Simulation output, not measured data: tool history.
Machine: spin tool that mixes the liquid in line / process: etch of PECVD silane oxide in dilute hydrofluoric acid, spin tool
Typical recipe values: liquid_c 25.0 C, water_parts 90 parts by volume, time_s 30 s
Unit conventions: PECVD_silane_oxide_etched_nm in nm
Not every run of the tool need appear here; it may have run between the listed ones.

| run | hour | liquid_c | water_parts | time_s | wafers since the last listed run | hours since the thermometer was replaced | hours since the hydrofluoric acid flow meter was replaced | hours since the gauge calibration | read-back film thickness of the PECVD silane oxide reference wafer, read on the same gauge (nm) | PECVD_silane_oxide_etched_nm |
|---|---|---|---|---|---|---|---|---|---|---|
| 1 | 0.0 | 28.0 | 90 | 30 | 0 | 886.3 | 413.5 | 291.2 | 110.00 | 21.01 |
| 2 | 298.9 | 25.0 | 90 | 30 | 6146 | 1185.2 | 712.4 | 590.1 | 110.03 | 18.77 |
| 3 | 366.8 | 25.0 | 90 | 30 | 1396 | 1253.1 | 780.3 | 658.0 | 110.01 | 18.78 |
| 4 | 471.2 | 25.0 | 90 | 30 | 2146 | 1357.5 | 884.7 | 762.4 | 110.01 | 18.86 |
| 5 | 521.5 | 25.0 | 90 | 20 | 1034 | 1407.8 | 935.0 | 812.7 | 109.98 | 12.53 |
| 6 | 621.3 | 25.0 | 90 | 20 | 2052 | 1507.6 | 1034.8 | 912.5 | 109.98 | 12.61 |
| 7 | 726.7 | 25.0 | 90 | 20 | 2167 | 1613.0 | 1140.2 | 1017.9 | 110.04 | 12.62 |
| 8 | 809.4 | 27.0 | 90 | 30 | 1700 | 1695.7 | 1222.9 | 1100.6 | 110.00 | 20.71 |
| 9 | 872.7 | 25.0 | 90 | 30 | 1301 | 1759.0 | 1286.2 | 1163.9 | 109.99 | 19.18 |
| 10 | 977.6 | 25.0 | 90 | 30 | 2157 | 1863.9 | 1391.1 | 1268.8 | 110.02 | 19.20 |
|  | 1016.6 | hydrofluoric acid flow meter replaced |
|  | 1024.0 | gauge calibrated |
| 11 | 1046.3 | 25.0 | 90 | 15 | 1392 | 1932.6 | 29.7 | 22.3 | 110.01 | 9.69 |
| 12 | 1112.9 | 23.5 | 60 | 15 | 1369 | 1999.2 | 96.3 | 88.9 | 110.02 | 14.12 |
| 13 | 1159.7 | 23.5 | 90 | 40 | 962 | 2046.0 | 143.1 | 135.7 | 110.02 | 24.25 |
|  | 1208.5 | thermometer replaced |
| 14 | 1222.8 | 23.5 | 65 | 40 | 1276 | 14.3 | 206.2 | 198.8 | 109.99 | 32.43 |

For run 15, what comes out?
| 15 | 1272.9 | 21.5 | 90 | 30 | 1030 | 64.4 | 256.3 | 248.9 | ? | ? |

Run 15 produced read-back film thickness of the PECVD silane oxide reference wafer, read on the same gauge (nm) 110.05, PECVD_silane_oxide_etched_nm 15.76 nm.
With the hidden condition absent and the run-to-run variation left alone, this run would have shown PECVD_silane_oxide_etched_nm 15.71 nm.

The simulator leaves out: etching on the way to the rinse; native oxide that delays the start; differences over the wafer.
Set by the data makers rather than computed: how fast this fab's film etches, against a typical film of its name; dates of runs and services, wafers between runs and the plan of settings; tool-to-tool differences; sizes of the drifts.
